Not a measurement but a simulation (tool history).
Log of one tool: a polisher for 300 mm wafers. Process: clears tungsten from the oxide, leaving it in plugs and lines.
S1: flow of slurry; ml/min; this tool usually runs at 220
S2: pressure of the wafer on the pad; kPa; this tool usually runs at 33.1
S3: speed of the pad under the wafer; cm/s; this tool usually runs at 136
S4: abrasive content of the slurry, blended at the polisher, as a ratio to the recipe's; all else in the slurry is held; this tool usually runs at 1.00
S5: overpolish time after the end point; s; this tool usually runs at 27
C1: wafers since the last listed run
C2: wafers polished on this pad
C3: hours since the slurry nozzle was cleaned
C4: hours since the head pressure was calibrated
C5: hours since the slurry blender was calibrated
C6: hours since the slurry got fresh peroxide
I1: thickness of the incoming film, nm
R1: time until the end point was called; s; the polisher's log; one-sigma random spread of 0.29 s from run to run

run,day,S1,S2,S3,S4,S5,C1,C2,C3,C4,C5,C6,I1,R1
1,0.000,220,33.1,136,1.00,27,0,738,268.8,917.7,124.2,5.2,273.6,33.9
2,2.975,220,33.1,136,1.00,27,1052,1791,340.2,989.1,195.6,76.6,271.1,34.8
# day 4.242: worn pad replaced by a new one
3,5.838,220,33.1,136,1.00,27,953,564,408.9,1057.8,264.3,145.3,269.9,33.6
# day 7.233: slurry tank refilled with fresh slurry and peroxide
4,7.454,220,33.1,136,1.00,27,557,1121,447.7,1096.6,303.1,5.3,271.6,34.7
5,8.679,220,33.1,102,1.00,27,433,1554,477.1,1126.0,332.5,34.7,268.0,41.0
6,11.162,220,33.1,102,1.00,27,878,2432,536.7,1185.6,392.1,94.3,269.8,42.2
# day 11.896: worn pad replaced by a new one
7,12.671,220,33.1,102,1.00,27,474,274,572.9,1221.8,428.3,130.5,263.7,38.6
# day 13.250: head pressure recalibrated
8,14.662,220,33.1,136,1.10,27,674,949,620.7,33.9,476.1,178.3,269.6,33.0
# day 14.942: slurry tank refilled with fresh slurry and peroxide
9,16.121,220,33.1,136,1.00,27,501,1450,655.7,68.9,511.1,28.3,267.7,34.0
# day 16.521: slurry blender recalibrated
# day 16.692: slurry nozzle cleaned
10,18.929,220,28.3,118,1.00,43,949,2399,53.7,136.3,57.8,95.7,271.5,46.4
# day 19.817: worn pad replaced by a new one
11,21.704,200,33.1,136,1.00,27,922,667,120.3,202.9,124.4,162.3,267.8,34.2
# day 21.804: slurry tank refilled with fresh slurry and peroxide
12,24.342,145,43.4,114,0.70,27,918,1585,183.6,266.2,187.7,60.9,270.5,34.8
13,26.629,180,33.1,92,1.15,27,809,2394,238.5,321.1,242.6,115.8,270.8,44.6
# day 27.575: worn pad replaced by a new one
# day 28.150: slurry tank refilled with fresh slurry and peroxide
14,28.712,220,33.1,136,1.00,27,663,387,288.5,371.1,292.6,13.5,270.1,33.7
15,32.396,285,22.1,136,0.70,27,1302,1690,376.9,459.5,381.0,101.9,268.4,55.2

The next listed run, before its measurement:
16,33.754,220,33.1,158,1.00,27,480,2171,409.5,492.1,413.6,134.5,270.1,?

{"run 16": {"R1": 33.0}}
Without the tool's hidden state the same run would have given R1 31.1 s.
